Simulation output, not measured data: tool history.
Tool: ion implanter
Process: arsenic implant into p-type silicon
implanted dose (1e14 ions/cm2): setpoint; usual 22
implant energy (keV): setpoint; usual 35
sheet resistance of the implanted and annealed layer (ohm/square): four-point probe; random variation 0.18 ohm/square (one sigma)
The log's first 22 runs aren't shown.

run   hour  implanted dose (1e14 ions/cm2)  implant energy (keV)  read-back reference wafer on the same gauge, sheet resistance  sheet resistance of the implanted and annealed layer (ohm/square)
 23  542.8                            28.2                  42.5                                                          68.59                                                               73.7
 24  557.2                           17.56                  28.5                                                          68.61                                                              97.74
 25  579.1                              22                    35                                                          68.59                                                              84.91
     587.4  -- gauge calibrated
 26  601.4                           26.79                    42                                                           68.6                                                               74.6
 27  620.4                           19.39                    35                                                          68.61                                                              87.82
 28  639.8                           25.89                    35                                                          68.58                                                              81.92
 29  658.2                           17.07                    44                                                          68.58                                                               83.5
 30  683.1                           16.57                    35                                                           68.6                                                              91.83
 31  719.7                           25.38                  46.5                                                          68.59                                                              71.98
 32  746.7                              22                    35                                                          68.61                                                              84.64

Forecast each of these 3 alternatives for the next run:
  A  747.1                              22                    35                                                              ?                                                                  ?
  B  747.1                           15.59                    26                                                              ?                                                                  ?
  C  747.1                           26.51                    24                                                              ?                                                                  ?

run  read-back reference wafer on the same gauge, sheet resistance  sheet resistance of the implanted and annealed layer (ohm/square)
  A                                                          68.61                                                              84.28
  B                                                          68.61                                                              103.7
  C                                                          68.61                                                              96.79
Without the tool's hidden state the same runs would have given:
run  sheet resistance of the implanted and annealed layer (ohm/square)
  A                                                              84.81
  B                                                             104.56
  C                                                              97.14

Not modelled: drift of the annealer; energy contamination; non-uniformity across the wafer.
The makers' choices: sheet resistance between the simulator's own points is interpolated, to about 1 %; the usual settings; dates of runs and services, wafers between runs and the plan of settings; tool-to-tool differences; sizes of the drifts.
